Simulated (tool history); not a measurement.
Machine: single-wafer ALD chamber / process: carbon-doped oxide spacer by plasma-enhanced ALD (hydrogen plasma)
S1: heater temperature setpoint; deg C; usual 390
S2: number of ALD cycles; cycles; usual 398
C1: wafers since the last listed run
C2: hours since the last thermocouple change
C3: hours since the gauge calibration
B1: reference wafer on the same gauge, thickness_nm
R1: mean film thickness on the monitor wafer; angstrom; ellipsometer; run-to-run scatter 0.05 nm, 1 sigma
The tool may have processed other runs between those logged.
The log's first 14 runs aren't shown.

{"run": 15, "day": 24.092, "S1": 390, "S2": 426, "C1": 29, "C2": 2829.2, "C3": 1202.3, "B1": 21.223, "R1": 217.38}
{"run": 16, "day": 25.8, "S1": 390, "S2": 426, "C1": 25, "C2": 2870.2, "C3": 1243.3, "B1": 21.25, "R1": 215.84}
{"day": 27.804, "done": "thermocouple changed; heater temperature recalibrated"}
{"run": 17, "day": 28.229, "S1": 390, "S2": 398, "C1": 31, "C2": 10.2, "C3": 1301.6, "B1": 21.223, "R1": 203.28}
{"run": 18, "day": 30.633, "S1": 385, "S2": 327, "C1": 36, "C2": 67.9, "C3": 1359.3, "B1": 21.266, "R1": 166.98}
{"run": 19, "day": 32.379, "S1": 404, "S2": 352, "C1": 26, "C2": 109.8, "C3": 1401.2, "B1": 21.24, "R1": 178.07}
{"run": 20, "day": 34.7, "S1": 404, "S2": 443, "C1": 34, "C2": 165.5, "C3": 1456.9, "B1": 21.26, "R1": 224.64}
{"run": 21, "day": 35.704, "S1": 381, "S2": 418, "C1": 15, "C2": 189.6, "C3": 1481, "B1": 21.258, "R1": 213.42}
{"run": 22, "day": 38.188, "S1": 386, "S2": 360, "C1": 37, "C2": 249.2, "C3": 1540.6, "B1": 21.256, "R1": 184.32}
{"run": 23, "day": 40.692, "S1": 381, "S2": 467, "C1": 37, "C2": 309.3, "C3": 1600.7, "B1": 21.266, "R1": 238.69}
{"run": 24, "day": 42.567, "S1": 390, "S2": 398, "C1": 28, "C2": 354.3, "C3": 1645.7, "B1": 21.262, "R1": 203.25}
{"run": 25, "day": 43.808, "S1": 382, "S2": 351, "C1": 18, "C2": 384.1, "C3": 1675.5, "B1": 21.266, "R1": 179.4}
{"day": 48.704, "done": "gauge calibrated"}
{"run": 26, "day": 50.579, "S1": 385, "S2": 376, "C1": 101, "C2": 546.6, "C3": 45, "B1": 20.912, "R1": 188.2}
{"run": 27, "day": 53.45, "S1": 377, "S2": 437, "C1": 43, "C2": 615.5, "C3": 113.9, "B1": 20.965, "R1": 219.92}
{"run": 28, "day": 54.633, "S1": 402, "S2": 358, "C1": 17, "C2": 643.9, "C3": 142.3, "B1": 20.985, "R1": 179.21}
{"run": 29, "day": 57.6, "S1": 378, "S2": 398, "C1": 44, "C2": 715.1, "C3": 213.5, "B1": 21.022, "R1": 200.68}
{"run": 30, "day": 59.1, "S1": 405, "S2": 422, "C1": 22, "C2": 751.1, "C3": 249.5, "B1": 21.071, "R1": 209.96}
{"run": 31, "day": 60.512, "S1": 390, "S2": 370, "C1": 21, "C2": 785, "C3": 283.4, "B1": 21.08, "R1": 186.52}
{"run": 32, "day": 62.621, "S1": 390, "S2": 398, "C1": 31, "C2": 835.6, "C3": 334, "B1": 21.095, "R1": 202.25}
{"run": 33, "day": 63.762, "S1": 390, "S2": 398, "C1": 17, "C2": 863, "C3": 361.4, "B1": 21.144, "R1": 201.69}

Alternative continuations, all from the tool just after run 33; predict every row:
{"run": "A", "day": 63.804, "S1": 397, "S2": 398, "C1": 0, "C2": 864, "C3": 362.4, "B1": "?", "R1": "?"}
{"run": "B", "day": 63.804, "S1": 390, "S2": 371, "C1": 0, "C2": 864, "C3": 362.4, "B1": "?", "R1": "?"}
{"run": "C", "day": 63.804, "S1": 404, "S2": 466, "C1": 0, "C2": 864, "C3": 362.4, "B1": "?", "R1": "?"}

run=A B1=21.114 R1=201.77
run=B B1=21.114 R1=188.08
run=C B1=21.114 R1=234.59
Had the tool no hidden state, the same runs would have come out as:
run=A R1=198.7
run=B R1=185.22
run=C R1=231.03
